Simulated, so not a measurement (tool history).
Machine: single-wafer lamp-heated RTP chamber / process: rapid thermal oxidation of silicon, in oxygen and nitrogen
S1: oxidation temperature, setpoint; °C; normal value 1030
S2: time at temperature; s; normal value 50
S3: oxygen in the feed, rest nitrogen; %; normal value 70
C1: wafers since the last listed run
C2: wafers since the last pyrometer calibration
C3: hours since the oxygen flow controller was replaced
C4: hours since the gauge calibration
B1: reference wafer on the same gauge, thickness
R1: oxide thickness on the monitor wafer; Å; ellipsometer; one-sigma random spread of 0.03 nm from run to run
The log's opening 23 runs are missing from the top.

run     day    S1  S2  S3    C1    C2      C3     C4     B1     R1
 24  47.779  1030  32  70   526  3668   703.1  197.3   5.87  53.32
 25  52.908  1030  69  70  1237  4906   826.2  320.4  5.863  74.41
     53.946  -- pyrometer window cleaned and pyrometer calibrated
 26  54.583  1009  37  46   323   153   866.4  360.6  5.875  42.76
 27  57.167  1054  39  70   623   777   928.4  422.6  5.864     68
 28  59.783  1009  50  90   631  1408   991.2  485.4  5.876  60.76
 29  62.329  1030  68  70   614  2022  1052.3  546.5  5.876  73.89
 30  63.367  1030  50  95   250  2273  1077.2  571.4  5.876  71.65
 31  64.712  1052  30  45   324  2597  1109.5  603.7  5.873  51.74
 32  66.117  1030  50  70   338  2936  1143.2  637.4  5.879  64.44
 33  67.567  1016  67  88   349  3286    1178  672.2  5.867  72.02
 34  69.483  1007  26  54   462  3748    1224  718.2  5.864  38.71
 35  71.317  1030  50  70   442  4191    1268  762.2   5.88  64.02
 36  72.875  1030  57  48   376  4567  1305.4  799.6  5.864  59.57
     73.883  -- pyrometer window cleaned and pyrometer calibrated
 37  74.792  1049  50  70   382   218  1351.4  845.6  5.867  73.69
 38  76.117  1000  50  70   319   538  1383.2  877.4  5.877  52.38

Predict each of these 4 candidate next runs independently; none follows another, all start after run 38:
  A  76.138  1030  50  70   5  543  1383.7  877.9   ?   ?
  B  76.138  1014  50  70   5  543  1383.7  877.9   ?   ?
  C  76.138  1030  63  70   5  543  1383.7  877.9   ?   ?
  D  76.138  1051  39  98   5  543  1383.7  877.9   ?   ?

run     B1     R1
  A  5.869  64.16
  B  5.869  57.35
  C  5.869  71.01
  D  5.869  74.93
Had the tool no hidden state, the same runs would have come out as:
run     R1
  A  64.16
  B  57.35
  C  71.01
  D  74.93
